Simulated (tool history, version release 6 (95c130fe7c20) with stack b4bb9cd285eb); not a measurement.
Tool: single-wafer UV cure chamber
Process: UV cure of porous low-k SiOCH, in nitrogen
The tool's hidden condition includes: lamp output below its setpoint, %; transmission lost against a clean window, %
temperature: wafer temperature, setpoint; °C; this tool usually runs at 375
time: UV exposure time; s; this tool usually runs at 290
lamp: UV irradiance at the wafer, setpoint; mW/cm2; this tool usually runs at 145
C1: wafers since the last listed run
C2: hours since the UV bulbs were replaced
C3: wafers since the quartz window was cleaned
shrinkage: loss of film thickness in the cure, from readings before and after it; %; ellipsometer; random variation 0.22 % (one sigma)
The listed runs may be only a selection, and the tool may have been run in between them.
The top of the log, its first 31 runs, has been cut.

run 32 hour=3116.1 | temperature=393 time=445 lamp=163 | C1=333 C2=851.4 C3=1297 | shrinkage=17.218
run 33 hour=3170.2 | temperature=375 time=290 lamp=145 | C1=248 C2=905.5 C3=1546 | shrinkage=13.756
run 34 hour=3236.6 | temperature=388 time=415 lamp=145 | C1=304 C2=971.9 C3=1851 | shrinkage=16.174
run 35 hour=3295.8 | temperature=375 time=375 lamp=183 | C1=271 C2=1031.1 C3=2122 | shrinkage=16.557
run 36 hour=3393 | temperature=375 time=290 lamp=145 | C1=446 C2=1128.3 C3=2569 | shrinkage=13.835
run 37 hour=3435.3 | temperature=369 time=230 lamp=110 | C1=194 C2=1170.6 C3=2763 | shrinkage=11.264
run 38 hour=3499.2 | temperature=375 time=290 lamp=145 | C1=293 C2=1234.5 C3=3056 | shrinkage=13.772
run 39 hour=3585.5 | temperature=375 time=290 lamp=145 | C1=396 C2=1320.8 C3=3452 | shrinkage=13.662
-- hour=3661 quartz window cleaned
run 40 hour=3686.3 | temperature=369 time=240 lamp=126 | C1=426 C2=1421.6 C3=116 | shrinkage=11.69
run 41 hour=3789.6 | temperature=375 time=290 lamp=145 | C1=474 C2=1524.9 C3=590 | shrinkage=13.235

The next listed run, before its measurement:
run 42 hour=3907.8 | temperature=393 time=290 lamp=163 | C1=542 C2=1643.1 C3=1133 | shrinkage=?

{"run 42": {"shrinkage": 14.489}}
Minus the tool's unlogged condition, the same run would have read shrinkage 16.315 %.
